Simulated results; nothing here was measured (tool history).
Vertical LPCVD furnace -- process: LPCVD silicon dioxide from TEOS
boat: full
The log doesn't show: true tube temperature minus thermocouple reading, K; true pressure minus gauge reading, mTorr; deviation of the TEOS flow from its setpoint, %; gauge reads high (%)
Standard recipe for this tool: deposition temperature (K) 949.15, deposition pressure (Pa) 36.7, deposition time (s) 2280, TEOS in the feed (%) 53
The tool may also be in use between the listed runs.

run,hour,deposition temperature (K),deposition pressure (Pa),deposition time (s),TEOS in the feed (%),wafers since the last listed run,hours since the last temperature calibration,hours since the pressure gauge was zeroed,hours since the TEOS flow controller was replaced,hours since the gauge calibration,"read-back reference wafer on the same gauge, thickness",film thickness on the monitor wafer in the middle of the boat (angstrom)
1,0,945.15,36.7,2280,53,0,792.6,1501.1,4593.5,669.1,117.12,1170.5
2,103.3,949.15,36.7,2280,53,1716,895.9,1604.4,4696.8,772.4,116.97,1287.6
3,164.9,949.15,36.7,2280,53,1023,957.5,1666,4758.4,834,116.92,1287
4,267.1,949.15,36.7,2280,53,1697,1059.7,1768.2,4860.6,936.2,116.9,1281.7
5,360.8,949.15,36.7,2280,53,1556,1153.4,1861.9,4954.3,1029.9,117.02,1289.7
6,486,949.15,36.7,2280,53,2080,1278.6,1987.1,5079.5,1155.1,117.02,1280.9
7,542.7,949.15,36.7,2280,53,942,1335.3,2043.8,5136.2,1211.8,117.08,1287.9
8,586.8,949.15,36.7,2280,53,732,1379.4,2087.9,5180.3,1255.9,116.98,1286.1
# hour 638.4: gauge calibrated
9,669.6,949.15,36.7,2280,53,1375,1462.2,2170.7,5263.1,31.2,117.03,1283.4
10,772.4,949.15,36.7,2280,53,1707,1565,2273.5,5365.9,134,117.04,1278.8
# hour 803.4: thermocouples replaced and temperature profile calibrated
11,809.5,949.15,36.7,2280,53,217,6.1,2310.6,5403,171.1,117.01,1289.2
12,905.8,949.15,44.7,1980,46,1599,102.4,2406.9,5499.3,267.4,117.05,1154.6
# hour 1008.3: pressure gauge zeroed
13,1042.2,949.15,36.7,2280,53,1867,238.8,33.9,5635.7,403.8,117.03,1291.8
14,1147.1,949.15,36.7,2280,53,1742,343.7,138.8,5740.6,508.7,117.01,1282.4
15,1183.2,949.15,36.7,2280,50,599,379.8,174.9,5776.7,544.8,117,1251.3
# hour 1255.2: TEOS flow controller replaced
16,1267.8,949.15,42,1950,58,1006,464.4,259.5,12.6,629.4,117.06,1230.4
17,1328.5,944.15,31.3,2580,56,1008,525.1,320.2,73.3,690.1,117.01,1223.3
18,1562.6,949.15,43.3,1980,53,3889,759.2,554.3,307.4,924.2,117.05,1217.8
19,1629.9,958.15,36.7,2280,63,1118,826.5,621.6,374.7,991.5,117.03,1741.8
20,1696.2,942.15,28.7,2790,53,1101,892.8,687.9,441,1057.8,116.95,1167.5

Hidden state at the last listed run before each entry between runs and at the first one after, where it differs:
Between runs 8 and 9: gauge calibrated (hour 638.4)
  no difference in the tool's unlogged condition between these two runs
Between runs 10 and 11: thermocouples replaced and temperature profile calibrated (hour 803.4)
  no difference in the tool's unlogged condition between these two runs
Between runs 12 and 13: pressure gauge zeroed (hour 1008.3)
  no difference in the tool's unlogged condition between these two runs
Between runs 15 and 16: TEOS flow controller replaced (hour 1255.2)
  no difference in the tool's unlogged condition between these two runs
